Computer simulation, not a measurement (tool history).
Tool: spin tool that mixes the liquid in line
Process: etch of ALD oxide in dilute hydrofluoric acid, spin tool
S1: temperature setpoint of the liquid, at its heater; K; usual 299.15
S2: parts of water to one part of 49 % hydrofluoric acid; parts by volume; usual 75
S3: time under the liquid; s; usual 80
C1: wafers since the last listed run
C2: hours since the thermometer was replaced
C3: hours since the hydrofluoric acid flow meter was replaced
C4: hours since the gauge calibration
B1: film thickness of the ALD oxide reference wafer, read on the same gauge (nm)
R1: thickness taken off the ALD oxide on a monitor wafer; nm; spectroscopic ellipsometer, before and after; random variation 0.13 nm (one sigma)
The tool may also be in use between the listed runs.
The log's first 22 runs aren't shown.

run 23 day=21.95 | S1=296.15 S2=75 S3=80 | C1=131 C2=150.8 C3=1583.1 C4=145.7 | B1=150 | R1=15.43
run 24 day=22.625 | S1=299.15 S2=75 S3=80 | C1=153 C2=167 C3=1599.3 C4=161.9 | B1=149.98 | R1=17.44
-- day=23.542 hydrofluoric acid flow meter replaced
run 25 day=24.042 | S1=299.15 S2=85 S3=80 | C1=312 C2=201 C3=12 C4=195.9 | B1=149.98 | R1=15.39
-- day=24.258 thermometer replaced, repeated, since the last time left the tool worse
run 26 day=25.092 | S1=299.15 S2=75 S3=80 | C1=229 C2=20 C3=37.2 C4=221.1 | B1=149.97 | R1=19.15
run 27 day=26.583 | S1=299.15 S2=75 S3=80 | C1=338 C2=55.8 C3=73 C4=256.9 | B1=150.01 | R1=19.21
run 28 day=28.067 | S1=299.15 S2=75 S3=80 | C1=336 C2=91.4 C3=108.6 C4=292.5 | B1=149.99 | R1=19.16
run 29 day=29.388 | S1=299.15 S2=110 S3=80 | C1=300 C2=123.1 C3=140.3 C4=324.2 | B1=149.98 | R1=12.4
run 30 day=30.717 | S1=301.65 S2=75 S3=80 | C1=301 C2=155 C3=172.2 C4=356.1 | B1=150.03 | R1=21.02
run 31 day=31.433 | S1=299.15 S2=35 S3=105 | C1=162 C2=172.2 C3=189.4 C4=373.3 | B1=150.03 | R1=56.89
run 32 day=33.975 | S1=299.15 S2=75 S3=80 | C1=577 C2=233.2 C3=250.4 C4=434.3 | B1=150 | R1=19.05
run 33 day=35.092 | S1=296.65 S2=75 S3=30 | C1=253 C2=260 C3=277.2 C4=461.1 | B1=150.05 | R1=6.46

5 ways to go on from here, each from the tool as it stands after run 33. What would each give?
run A day=35.108 | S1=299.15 S2=75 S3=45 | C1=3 C2=260.4 C3=277.6 C4=461.5 | B1=? | R1=?
run B day=35.108 | S1=295.15 S2=75 S3=95 | C1=3 C2=260.4 C3=277.6 C4=461.5 | B1=? | R1=?
run C day=35.108 | S1=299.15 S2=75 S3=110 | C1=3 C2=260.4 C3=277.6 C4=461.5 | B1=? | R1=?
run D day=35.108 | S1=296.65 S2=60 S3=35 | C1=3 C2=260.4 C3=277.6 C4=461.5 | B1=? | R1=?
run E day=35.108 | S1=295.65 S2=45 S3=80 | C1=3 C2=260.4 C3=277.6 C4=461.5 | B1=? | R1=?

run=A B1=149.99 R1=10.76
run=B B1=149.99 R1=19.32
run=C B1=149.99 R1=26.3
run=D B1=149.99 R1=9.64
run=E B1=149.99 R1=28.73
Without the tool's hidden state the same runs would have given:
run=A R1=10.94
run=B R1=19.65
run=C R1=26.74
run=D R1=9.81
run=E R1=29.23

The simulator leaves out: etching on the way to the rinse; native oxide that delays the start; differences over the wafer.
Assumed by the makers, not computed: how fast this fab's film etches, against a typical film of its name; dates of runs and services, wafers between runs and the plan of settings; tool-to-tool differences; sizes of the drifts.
